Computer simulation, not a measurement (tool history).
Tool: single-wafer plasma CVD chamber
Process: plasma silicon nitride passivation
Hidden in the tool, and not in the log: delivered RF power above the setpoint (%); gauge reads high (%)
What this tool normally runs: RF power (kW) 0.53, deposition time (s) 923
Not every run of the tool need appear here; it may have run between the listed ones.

| run | hour | RF power (kW) | deposition time (s) | wafers since the last listed run | hours since the last RF generator calibration | hours since the showerhead was replaced | hours since the gauge calibration | read-back reference wafer on the same gauge, thickness_nm | mean film thickness on the monitor wafer (angstrom) |
|---|---|---|---|---|---|---|---|---|---|
| 1 | 0 | 0.53 | 1019 | 0 | 1629.9 | 5718.9 | 92.6 | 1629.871 | 15560.28 |
| 2 | 17.4 | 0.57 | 1050 | 36 | 1647.3 | 5736.3 | 110 | 1630.248 | 16337.66 |
| 3 | 25.2 | 0.53 | 1058 | 16 | 1655.1 | 5744.1 | 117.8 | 1630.249 | 16153.23 |
| 4 | 32.7 | 0.585 | 923 | 15 | 1662.6 | 5751.6 | 125.3 | 1629.9 | 14421.41 |
| 5 | 47.7 | 0.53 | 844 | 31 | 1677.6 | 5766.6 | 140.3 | 1629.042 | 12899.99 |
| 6 | 64.2 | 0.53 | 844 | 34 | 1694.1 | 5783.1 | 156.8 | 1630.225 | 12910.55 |
| 7 | 81.4 | 0.53 | 923 | 36 | 1711.3 | 5800.3 | 174 | 1629.947 | 14098.03 |
| 8 | 111.4 | 0.53 | 923 | 63 | 1741.3 | 5830.3 | 204 | 1630.272 | 14116.05 |
| 9 | 127.9 | 0.53 | 923 | 34 | 1757.8 | 5846.8 | 220.5 | 1630.739 | 14114.35 |
| 10 | 145.6 | 0.53 | 923 | 37 | 1775.5 | 5864.5 | 238.2 | 1629.844 | 14100.51 |
| 11 | 153.2 | 0.53 | 923 | 15 | 1783.1 | 5872.1 | 245.8 | 1629.549 | 14124.69 |
| 12 | 166.8 | 0.53 | 970 | 28 | 1796.7 | 5885.7 | 259.4 | 1629.667 | 14801.71 |
| 13 | 174 | 0.53 | 970 | 15 | 1803.9 | 5892.9 | 266.6 | 1629.373 | 14815.34 |
| 14 | 188.2 | 0.53 | 1011 | 29 | 1818.1 | 5907.1 | 280.8 | 1630.53 | 15440.18 |
| 15 | 202.5 | 0.53 | 1011 | 30 | 1832.4 | 5921.4 | 295.1 | 1629.291 | 15414.65 |
|  | 218.7 | gauge calibrated |
| 16 | 220.4 | 0.47 | 923 | 37 | 1850.3 | 5939.3 | 1.7 | 1629.428 | 13713.5 |
|  | 228.7 | RF generator calibrated |
| 17 | 230.9 | 0.53 | 795 | 5 | 2.2 | 5949.8 | 12.2 | 1629.579 | 12426.23 |
| 18 | 242.5 | 0.53 | 923 | 24 | 13.8 | 5961.4 | 23.8 | 1629.601 | 14404.3 |
| 19 | 250.5 | 0.53 | 923 | 16 | 21.8 | 5969.4 | 31.8 | 1629.068 | 14388.81 |
|  | 267.6 | showerhead replaced |
| 20 | 268.1 | 0.53 | 923 | 20 | 39.4 | 0.5 | 49.4 | 1630.088 | 14379.2 |
| 21 | 284.3 | 0.53 | 923 | 34 | 55.6 | 16.7 | 65.6 | 1629.804 | 14338.68 |
| 22 | 292.9 | 0.59 | 1059 | 18 | 64.2 | 25.3 | 74.2 | 1629.947 | 16845.46 |
| 23 | 307 | 0.435 | 870 | 29 | 78.3 | 39.4 | 88.3 | 1630.236 | 12951.14 |
| 24 | 314.9 | 0.5 | 838 | 16 | 86.2 | 47.3 | 96.2 | 1629.649 | 12868.39 |
| 25 | 330.1 | 0.45 | 1101 | 31 | 101.4 | 62.5 | 111.4 | 1631.267 | 16464.61 |
| 26 | 344.4 | 0.53 | 923 | 30 | 115.7 | 76.8 | 125.7 | 1631.267 | 14369.02 |
| 27 | 357.1 | 0.48 | 1095 | 26 | 128.4 | 89.5 | 138.4 | 1630.287 | 16670.99 |
| 28 | 365.9 | 0.53 | 923 | 18 | 137.2 | 98.3 | 147.2 | 1629.801 | 14363.66 |
| 29 | 380.6 | 0.435 | 791 | 30 | 151.9 | 113 | 161.9 | 1629.032 | 11757.19 |
| 30 | 392.1 | 0.625 | 1001 | 24 | 163.4 | 124.5 | 173.4 | 1629.893 | 16196.36 |
| 31 | 398.3 | 0.53 | 923 | 13 | 169.6 | 130.7 | 179.6 | 1630.52 | 14370.09 |
| 32 | 404.6 | 0.53 | 1019 | 13 | 175.9 | 137 | 185.9 | 1629.907 | 15843.63 |
| 33 | 414.1 | 0.53 | 866 | 19 | 185.4 | 146.5 | 195.4 | 1630.152 | 13445.4 |
| 34 | 431.2 | 0.53 | 824 | 35 | 202.5 | 163.6 | 212.5 | 1630.15 | 12826.09 |
| 35 | 448.1 | 0.61 | 1098 | 35 | 219.4 | 180.5 | 229.4 | 1629.719 | 17666.55 |
| 36 | 464.4 | 0.53 | 923 | 34 | 235.7 | 196.8 | 245.7 | 1629.943 | 14308.12 |
| 37 | 478.4 | 0.62 | 780 | 29 | 249.7 | 210.8 | 259.7 | 1629.835 | 12566.3 |
| 38 | 492.7 | 0.53 | 923 | 30 | 264 | 225.1 | 274 | 1630.047 | 14366.17 |
| 39 | 500.4 | 0.45 | 1005 | 16 | 271.7 | 232.8 | 281.7 | 1630.831 | 15081.99 |
| 40 | 507 | 0.575 | 1104 | 13 | 278.3 | 239.4 | 288.3 | 1630.069 | 17503.13 |

Below are 3 alternative next runs, each starting from the tool's condition after run 40. Predict each:
| A | 507.7 | 0.45 | 923 | 1 | 279 | 240.1 | 289 | ? | ? |
| B | 507.7 | 0.61 | 923 | 1 | 279 | 240.1 | 289 | ? | ? |
| C | 507.7 | 0.5 | 1107 | 1 | 279 | 240.1 | 289 | ? | ? |

| run | read-back reference wafer on the same gauge, thickness_nm | mean film thickness on the monitor wafer (angstrom) |
|---|---|---|
| A | 1628.733 | 13799.61 |
| B | 1628.733 | 14805.34 |
| C | 1628.733 | 16949.28 |
Without the tool's hidden state the same runs would have given:
| run | mean film thickness on the monitor wafer (angstrom) |
|---|---|
| A | 13853.61 |
| B | 14863.28 |
| C | 17015.61 |
